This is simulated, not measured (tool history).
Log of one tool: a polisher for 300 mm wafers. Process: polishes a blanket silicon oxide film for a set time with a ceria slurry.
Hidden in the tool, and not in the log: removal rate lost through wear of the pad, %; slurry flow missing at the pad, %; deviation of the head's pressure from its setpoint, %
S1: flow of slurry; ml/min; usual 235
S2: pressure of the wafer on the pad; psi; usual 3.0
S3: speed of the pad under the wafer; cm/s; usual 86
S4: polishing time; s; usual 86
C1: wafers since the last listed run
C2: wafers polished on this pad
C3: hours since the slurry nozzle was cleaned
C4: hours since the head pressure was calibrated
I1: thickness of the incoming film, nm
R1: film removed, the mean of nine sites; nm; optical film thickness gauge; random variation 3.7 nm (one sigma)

run	day	S1	S2	S3	S4	C1	C2	C3	C4	I1	R1
1	0.000	235	3.0	86	74	0	531	72.9	676.7	1008.0	272.8
2	0.954	235	3.0	86	74	218	750	95.8	699.6	992.3	264.6
3	1.512	235	3.0	86	86	127	878	109.2	713.0	975.9	308.4
# day 2.512: worn pad replaced by a new one
4	2.533	235	3.0	86	86	195	4	133.7	737.5	968.4	322.5
5	4.458	235	3.0	86	86	441	445	179.9	783.7	990.8	311.0
6	5.858	235	3.0	86	86	320	766	213.5	817.3	993.3	302.1
7	6.396	235	3.0	86	86	123	889	226.4	830.2	984.2	303.8
# day 8.633: worn pad replaced by a new one
8	10.662	235	3.0	86	86	939	464	328.8	932.6	990.7	306.9
9	11.792	235	3.0	86	75	258	723	355.9	959.7	977.8	257.8
10	12.683	235	3.4	86	86	204	927	377.3	981.1	988.1	338.0
11	13.717	235	3.4	86	86	236	1164	402.1	1005.9	985.4	322.1
# day 14.771: worn pad replaced by a new one
12	16.721	165	3.0	86	66	650	446	474.2	1078.0	987.9	222.3
# day 16.854: slurry nozzle cleaned
13	17.575	300	4.0	74	105	186	632	17.3	1098.5	997.2	459.9
14	18.246	235	3.0	86	86	153	786	33.4	1114.6	993.4	303.5
15	19.021	235	3.0	78	86	177	963	52.0	1133.2	982.0	275.0
# day 19.617: worn pad replaced by a new one
16	19.925	260	2.2	86	101	168	70	73.7	1154.9	984.8	266.6
17	20.671	235	3.0	76	104	170	241	91.6	1172.8	990.4	350.4
# day 21.100: head pressure recalibrated
18	21.896	160	2.1	86	109	261	503	121.0	19.1	993.8	278.2
19	22.725	235	3.0	86	86	189	693	140.9	39.0	970.3	320.4
20	23.842	180	2.7	58	103	255	948	167.7	65.8	981.0	260.8
21	24.767	285	3.8	98	86	211	1160	189.9	88.0	995.4	434.9
# day 25.408: worn pad replaced by a new one
22	26.229	235	3.0	68	86	296	188	225.0	123.1	979.7	300.0
23	27.483	160	2.1	86	109	287	475	255.1	153.2	981.9	280.6

3 ways to go on from here, each from the tool as it stands after run 23. What would each give?
A	27.504	180	3.0	86	86	4	480	255.6	153.7	995.6	?
B	27.504	235	3.0	86	100	4	480	255.6	153.7	995.6	?
C	27.504	235	2.6	86	66	4	480	255.6	153.7	995.6	?

run	R1
A	317.1
B	383.5
C	219.3
Without the tool's hidden state the same runs would have given:
run	R1
A	333.1
B	402.7
C	230.4

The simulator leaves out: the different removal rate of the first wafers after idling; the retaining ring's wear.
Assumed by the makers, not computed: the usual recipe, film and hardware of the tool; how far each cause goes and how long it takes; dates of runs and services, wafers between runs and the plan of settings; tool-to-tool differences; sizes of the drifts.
